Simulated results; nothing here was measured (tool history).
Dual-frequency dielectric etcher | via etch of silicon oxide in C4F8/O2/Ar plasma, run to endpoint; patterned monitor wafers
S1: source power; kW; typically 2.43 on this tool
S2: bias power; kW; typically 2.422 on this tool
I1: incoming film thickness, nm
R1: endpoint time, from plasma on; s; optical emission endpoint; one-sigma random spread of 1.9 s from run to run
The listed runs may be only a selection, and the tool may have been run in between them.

run	hour	S1	S2	I1	R1
1	0	2.43	2.422	2232.2	426.8
2	59	2.43	2.422	2217.9	428
3	105.4	2.43	2.422	2223.8	429.1
4	134.1	2.43	2.422	2230.5	428.7
5	190.2	2.43	2.422	2245.1	437.8
# hour 220: source power generator calibrated
6	239.9	2.43	2.422	2252.4	438.6
# hour 268.1: bias power generator calibrated
7	308.4	2.43	2.422	2250.9	438.8
8	351.4	2.43	2.422	2235.4	437
9	400.2	2.9	2.422	2226.7	406.5
10	455.6	2.9	2.422	2225.8	408.2
# hour 512.5: wet clean of the chamber, repeated, since the last time left the tool worse
11	526.4	2.43	2.422	2254.2	412.4
12	556.2	2.13	2.707	2231.6	420
13	603.3	2.43	2.685	2254.5	404
14	722.3	2.43	2.422	2230.3	415.6
15	764.2	2.68	2.766	2248.3	389.2
16	814.7	2.43	2.617	2270.9	414.4
17	881.8	2.43	2.422	2232.9	417.4
# hour 926.9: wet clean of the chamber
18	928.1	1.97	2.796	2230.6	429
19	986.2	2.43	2.422	2255.7	411.3
# hour 1044.9: upper electrode replaced
20	1045.4	2.97	2.824	2260.4	369.2
21	1085.9	2.43	2.422	2228.7	410.2
22	1138.5	1.83	2.896	2236.5	441.9
23	1194.2	2.01	2.422	2231.5	445.3
24	1228.2	2.75	2.035	2260	411.4
25	1281.1	2.93	1.83	2248.4	413
# hour 1314: wet clean of the chamber
26	1314.5	2.96	2.197	2240.6	385.6
27	1359.3	2.43	2.422	2224.6	408
28	1413.2	2.05	2.001	2252.3	462.6
29	1451.3	2.14	2.422	2231.1	433.2
30	1487.5	2.43	2.422	2256.8	415.3
31	1511.8	2.6	1.888	2228.9	423.2
32	1583.6	1.92	2.846	2198	434.4
33	1608.3	2.43	2.98	2242.8	398.5
34	1639.6	3.01	2.422	2230.1	380.5
35	1679.6	2.61	1.851	2225.7	427.2
36	1724.5	2.43	2.422	2243.6	421.6

What would each run have given without the hidden state, its run-to-run variation left as it was?
Hidden state at play: etch rate over this chamber's usual, %; source power that arrives over what is set, %; bias power that arrives over what is set, %.
run	R1
1	409.3
2	409
3	408.9
4	407.9
5	415.2
6	414.8
7	413.3
8	410.6
9	380.8
10	381.2
11	414.1
12	421
13	403.9
14	412.9
15	385.7
16	409.5
17	410.9
18	431.6
19	412.4
20	369
21	409.1
22	439.4
23	441.5
24	407
25	407.5
26	386.5
27	407.9
28	461.1
29	430.9
30	412.3
31	419.5
32	428.9
33	392.9
34	374.6
35	419.5
36	413
